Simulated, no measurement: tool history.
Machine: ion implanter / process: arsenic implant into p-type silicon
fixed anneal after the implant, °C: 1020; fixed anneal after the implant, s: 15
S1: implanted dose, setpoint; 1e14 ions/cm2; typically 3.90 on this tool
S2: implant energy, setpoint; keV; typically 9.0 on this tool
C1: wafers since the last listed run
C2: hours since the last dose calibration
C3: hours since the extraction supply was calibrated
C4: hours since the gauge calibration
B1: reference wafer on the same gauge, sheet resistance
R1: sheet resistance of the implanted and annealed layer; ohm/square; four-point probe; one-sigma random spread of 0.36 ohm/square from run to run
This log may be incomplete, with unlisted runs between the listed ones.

run,hour,S1,S2,C1,C2,C3,C4,B1,R1
1,0.0,4.17,9.0,0,1152.6,5516.2,100.3,251.89,220.64
2,10.4,3.45,9.0,200,1163.0,5526.6,110.7,252.04,255.21
3,28.3,2.98,9.0,344,1180.9,5544.5,128.6,251.95,284.91
4,38.0,2.98,9.0,186,1190.6,5554.2,138.3,252.08,284.70
5,53.4,3.90,9.0,296,1206.0,5569.6,153.7,252.02,232.34
6,63.6,3.90,9.0,196,1216.2,5579.8,163.9,251.95,231.94
7,74.6,3.90,9.0,211,1227.2,5590.8,174.9,252.00,232.43
8,87.1,3.90,9.0,240,1239.7,5603.3,187.4,251.96,232.53
9,102.8,4.41,9.0,302,1255.4,5619.0,203.1,251.84,211.96
10,116.7,4.41,9.0,267,1269.3,5632.9,217.0,251.87,212.01
11,128.1,3.90,9.0,219,1280.7,5644.3,228.4,252.01,232.11
12,144.5,3.46,9.0,315,1297.1,5660.7,244.8,251.97,253.37
13,155.6,3.90,7.0,213,1308.2,5671.8,255.9,252.02,235.95
14,171.2,3.90,7.0,300,1323.8,5687.4,271.5,251.86,236.16
15,184.0,3.90,7.0,246,1336.6,5700.2,284.3,252.02,236.18
16,201.3,3.90,10.5,332,1353.9,5717.5,301.6,252.01,229.01
17,208.2,3.90,10.5,132,1360.8,5724.4,308.5,251.99,228.90
# hour 220.7: extraction supply calibrated
18,221.2,3.90,10.5,96,1373.8,0.5,321.5,251.79,228.46
19,225.8,3.90,9.0,88,1378.4,5.1,326.1,251.91,231.83
# hour 227.9: gauge calibrated
20,242.3,3.60,9.0,317,1394.9,21.6,14.4,252.02,246.45
21,250.9,4.67,12.0,165,1403.5,30.2,23.0,252.06,198.53
# hour 275.7: Faraday cup replaced and dose calibrated
22,276.2,4.87,8.0,332,0.5,55.5,48.3,251.83,205.88
23,280.0,3.16,10.0,73,4.3,59.3,52.1,251.77,279.10
24,291.5,3.90,9.0,221,15.8,70.8,63.6,251.99,239.30
25,305.9,3.90,9.0,277,30.2,85.2,78.0,252.06,240.04
26,319.8,4.65,9.0,267,44.1,99.1,91.9,251.99,210.41
27,328.1,3.34,12.0,159,52.4,107.4,100.2,251.82,261.65
28,341.3,3.90,11.0,253,65.6,120.6,113.4,251.99,234.49
29,347.6,3.90,9.0,121,71.9,126.9,119.7,252.02,238.61
30,356.9,5.07,12.0,178,81.2,136.2,129.0,251.91,192.46
31,371.9,4.83,11.5,288,96.2,151.2,144.0,251.90,199.41
32,378.9,4.67,12.0,134,103.2,158.2,151.0,252.04,203.66
33,394.5,4.80,6.0,300,118.8,173.8,166.6,251.91,209.92
34,405.7,3.90,7.5,215,130.0,185.0,177.8,251.97,240.65
35,415.9,2.93,6.5,196,140.2,195.2,188.0,251.87,303.57
36,452.2,4.76,7.0,698,176.5,231.5,224.3,251.98,207.74
37,465.6,3.90,11.5,257,189.9,244.9,237.7,252.02,231.32
38,476.3,3.22,9.0,205,200.6,255.6,248.4,252.20,272.89

3 options for the next run, each taken on its own from the tool as it stands now. Forecast them:
A,476.7,3.90,9.0,7,201.0,256.0,248.8,?,?
B,476.7,3.60,6.5,7,201.0,256.0,248.8,?,?
C,476.7,4.94,6.5,7,201.0,256.0,248.8,?,?

run,B1,R1
A,251.95,236.88
B,251.95,257.84
C,251.95,204.07
With no hidden state in the tool, these same runs would have given:
run,R1
A,239.70
B,261.00
C,206.35
